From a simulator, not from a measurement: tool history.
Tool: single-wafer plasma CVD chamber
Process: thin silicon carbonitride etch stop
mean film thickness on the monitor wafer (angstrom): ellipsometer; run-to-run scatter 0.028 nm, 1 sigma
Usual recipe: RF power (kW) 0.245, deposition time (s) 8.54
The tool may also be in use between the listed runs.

run     day  RF power (kW)  deposition time (s)  wafers since the last listed run  hours since the last thermocouple change  hours since the last RF generator calibration  hours since the showerhead was replaced  hours since the gauge calibration  read-back reference wafer on the same gauge, thickness_nm  mean film thickness on the monitor wafer (angstrom)
  1   0.000          0.245                 8.54                                 0                                     145.5                                          228.4                                   2596.2                              733.4                                                      4.437                                                51.34
  2   1.462          0.245                 8.54                               561                                     180.6                                          263.5                                   2631.3                              768.5                                                      4.442                                                51.76
  3   4.446          0.245                 8.54                              1146                                     252.2                                          335.1                                   2702.9                              840.1                                                      4.441                                                51.57
  4   6.688          0.260                 8.54                               861                                     306.0                                          388.9                                   2756.7                              893.9                                                      4.441                                                52.20
  5   9.246          0.245                 8.13                               983                                     367.4                                          450.3                                   2818.1                              955.3                                                      4.437                                                49.89
  6  10.358          0.245                 8.54                               427                                     394.1                                          477.0                                   2844.8                              982.0                                                      4.441                                                51.59
  7  11.596          0.245                 8.54                               475                                     423.8                                          506.7                                   2874.5                             1011.7                                                      4.435                                                51.31
  8  13.383          0.245                 8.54                               686                                     466.7                                          549.6                                   2917.4                             1054.6                                                      4.449                                                51.46
     15.512  -- gauge calibrated
  9  15.696          0.245                 9.23                               888                                     522.2                                          605.1                                   2972.9                                4.4                                                      4.435                                                55.83
 10  16.833          0.245                 8.54                               437                                     549.5                                          632.4                                   3000.2                               31.7                                                      4.439                                                51.69
 11  19.617          0.280                 9.59                              1069                                     616.3                                          699.2                                   3067.0                               98.5                                                      4.439                                                58.89
 12  21.608          0.225                 7.54                               765                                     664.1                                          747.0                                   3114.8                              146.3                                                      4.440                                                44.74
 13  23.629          0.220                 7.75                               776                                     712.6                                          795.5                                   3163.3                              194.8                                                      4.438                                                46.18
     32.204  -- showerhead replaced
 14  32.225          0.245                 8.54                              3174                                     918.9                                         1001.8                                      0.5                              401.1                                                      4.439                                                51.91
     33.054  -- thermocouple changed; heater temperature recalibrated
 15  33.375          0.295                 8.03                               313                                       7.7                                         1029.4                                     28.1                              428.7                                                      4.441                                                50.77
 16  34.775          0.290                 6.98                               537                                      41.3                                         1063.0                                     61.7                              462.3                                                      4.436                                                43.55
     37.362  -- RF generator calibrated
 17  37.600          0.245                 8.54                               957                                     109.1                                            5.7                                    129.5                              530.1                                                      4.440                                                52.03
 18  40.429          0.215                10.01                              1087                                     177.0                                           73.6                                    197.4                              598.0                                                      4.442                                                58.94
 19  47.958          0.225                 7.39                              2893                                     357.7                                          254.3                                    378.1                              778.7                                                      4.442                                                44.06

Branching from run 19: 3 alternative next runs. What would each branch give?
  A  47.975          0.245                 8.54                                 6                                     358.1                                          254.7                                    378.5                              779.1                                                          ?                                                    ?
  B  47.975          0.280                 8.54                                 6                                     358.1                                          254.7                                    378.5                              779.1                                                          ?                                                    ?
  C  47.975          0.270                 8.54                                 6                                     358.1                                          254.7                                    378.5                              779.1                                                          ?                                                    ?

run  read-back reference wafer on the same gauge, thickness_nm  mean film thickness on the monitor wafer (angstrom)
  A                                                      4.443                                                52.05
  B                                                      4.443                                                53.31
  C                                                      4.443                                                52.95
With the hidden condition removed and each run's random variation left untouched, the same runs would have given:
run  mean film thickness on the monitor wafer (angstrom)
  A                                                52.05
  B                                                53.31
  C                                                52.95
